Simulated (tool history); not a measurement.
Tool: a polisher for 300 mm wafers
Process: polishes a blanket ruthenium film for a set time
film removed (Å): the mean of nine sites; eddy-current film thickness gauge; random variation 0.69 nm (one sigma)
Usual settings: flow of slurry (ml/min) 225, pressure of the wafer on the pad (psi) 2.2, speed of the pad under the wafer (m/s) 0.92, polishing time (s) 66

run	day	flow of slurry (ml/min)	pressure of the wafer on the pad (psi)	speed of the pad under the wafer (m/s)	polishing time (s)	wafers since the last listed run	wafers polished on this pad	hours since the slurry nozzle was cleaned	hours since the head pressure was calibrated	incoming thickness of the incoming film, nm	film removed (Å)
1	0	225	2.2	0.92	66	0	1470	197.1	670.4	473.7	633
# day 1.908: worn pad replaced by a new one
2	2.75	225	2.2	0.92	66	829	269	263.1	736.4	477.4	633
3	4.692	225	2.2	0.92	66	623	892	309.7	783	472.3	643
4	6.696	225	2.2	0.92	66	643	1535	357.8	831.1	467.1	623
5	7.725	225	2.2	0.92	66	330	1866	382.5	855.8	466.6	635
# day 7.942: worn pad replaced by a new one
6	10.1	225	2.2	0.92	66	708	692	439.5	912.8	459.9	617
7	12.396	225	2.2	0.92	66	736	1429	494.6	967.9	467.5	616
8	13.408	225	2.2	0.92	66	324	1754	518.9	992.2	466.6	607
# day 14.062: head pressure recalibrated
# day 14.196: worn pad replaced by a new one
9	15.604	255	2.2	0.92	73	636	452	571.6	37	462.4	745
10	17.817	225	2.2	0.92	66	710	1162	624.7	90.1	475.3	663
# day 18.046: slurry nozzle cleaned
# day 19.783: worn pad replaced by a new one
11	20.075	255	1.8	0.92	66	657	93	48.7	144.3	470.5	605
12	21.483	225	2.2	0.92	66	451	545	82.5	178.1	469.1	677
13	23.542	225	2.2	1.2	80	660	1205	131.9	227.5	471.6	976
# day 25.392: worn pad replaced by a new one
14	26.379	225	2.2	0.92	66	857	317	200	295.6	466.2	670
15	27.7	260	2.8	1.16	51	423	741	231.7	327.3	460.3	713
16	30.617	225	2.2	0.8	66	936	1677	301.7	397.3	469	595

Forecast each of these 5 alternatives for the next run:
A	30.633	225	2.2	0.92	66	5	1682	302.1	397.7	468	?
B	30.633	165	2.5	0.92	66	5	1682	302.1	397.7	468	?
C	30.633	225	2.5	0.92	66	5	1682	302.1	397.7	468	?
D	30.633	280	2.6	1.12	46	5	1682	302.1	397.7	468	?
E	30.633	225	1.8	0.92	66	5	1682	302.1	397.7	468	?

run	film removed (Å)
A	647
B	682
C	700
D	589
E	576
Without the tool's hidden state the same runs would have given:
run	film removed (Å)
A	683
B	722
C	739
D	620
E	608

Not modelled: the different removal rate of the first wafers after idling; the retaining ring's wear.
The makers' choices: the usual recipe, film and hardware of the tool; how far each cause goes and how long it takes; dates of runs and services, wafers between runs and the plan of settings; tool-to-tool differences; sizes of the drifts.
